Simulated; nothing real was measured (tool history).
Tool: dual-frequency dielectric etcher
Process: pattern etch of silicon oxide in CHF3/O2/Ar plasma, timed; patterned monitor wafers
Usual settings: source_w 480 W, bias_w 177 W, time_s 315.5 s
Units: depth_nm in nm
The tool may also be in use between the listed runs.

run,hour,source_w,bias_w,time_s,"read-back reference wafer on the same gauge, depth_nm",depth_nm
1,0,480,177,269.5,493.1,481.3
2,80.4,480,177,269.5,491,481.6
3,126.1,480,177,269.5,492.6,481.5
4,177.9,480,177,315.5,492.1,564
5,245.1,480,177,315.5,492.3,562.1
# hour 270.6: wet clean of the chamber
6,331.4,480,177,315.5,491.1,566.8
7,392.9,480,177,274,492.4,486.6
8,493.1,480,177,274,492.4,494.1
9,539.6,480,177,274,492,491.6
10,625.6,480,177,315.5,492.3,566.4
# hour 637.2: source power generator calibrated
11,709,480,177,315.5,491.7,566.3
# hour 759.9: bias power generator calibrated
12,772.7,480,177,315.5,491.6,556.3
13,834.8,410,177,255,491.9,416.7
# hour 918.9: wet clean of the chamber
14,920.3,480,159,315.5,491.9,529.8
15,1012,480,134,315.5,491.5,484.4
# hour 1167.1: gauge calibrated
16,1326.9,560,177,290.5,493.1,547.2
17,1401.4,530,206,315.5,492.1,628.2
# hour 1452.8: wet clean of the chamber
# hour 1626.2: upper electrode replaced
18,1684.7,480,177,315.5,491.7,565.5
19,1751.6,430,133,385,492,564
20,1851.7,430,133,385,491.9,560.7
21,1897.1,410,145,402,492.8,607.5
22,1935.5,550,177,315.5,492.3,594.3
# hour 2004.2: wet clean of the chamber
23,2251.5,480,177,315.5,491.4,559.7
24,2304.2,480,177,315.5,492.6,556.6
25,2376.5,480,194,315.5,491.9,585.3
26,2424.3,530,177,245.5,492,463.1
# hour 2539.3: wet clean of the chamber
27,2539.8,440,152,315.5,491.5,503.9
28,2599.5,480,177,398,491.2,711.3

5 ways to go on from here, each from the tool as it stands after run 28. What would each give?
A,2600,480,177,354.5,?,?
B,2600,560,177,391,?,?
C,2600,580,177,366.5,?,?
D,2600,440,161,371,?,?
E,2600,560,189,265.5,?,?

run,"read-back reference wafer on the same gauge, depth_nm",depth_nm
A,491.3,637.1
B,491.3,755.4
C,491.3,719.6
D,491.3,610.3
E,491.3,529.2
Without the tool's hidden state the same runs would have given:
run,depth_nm
A,622.2
B,737.9
C,703
D,596.3
E,516.8
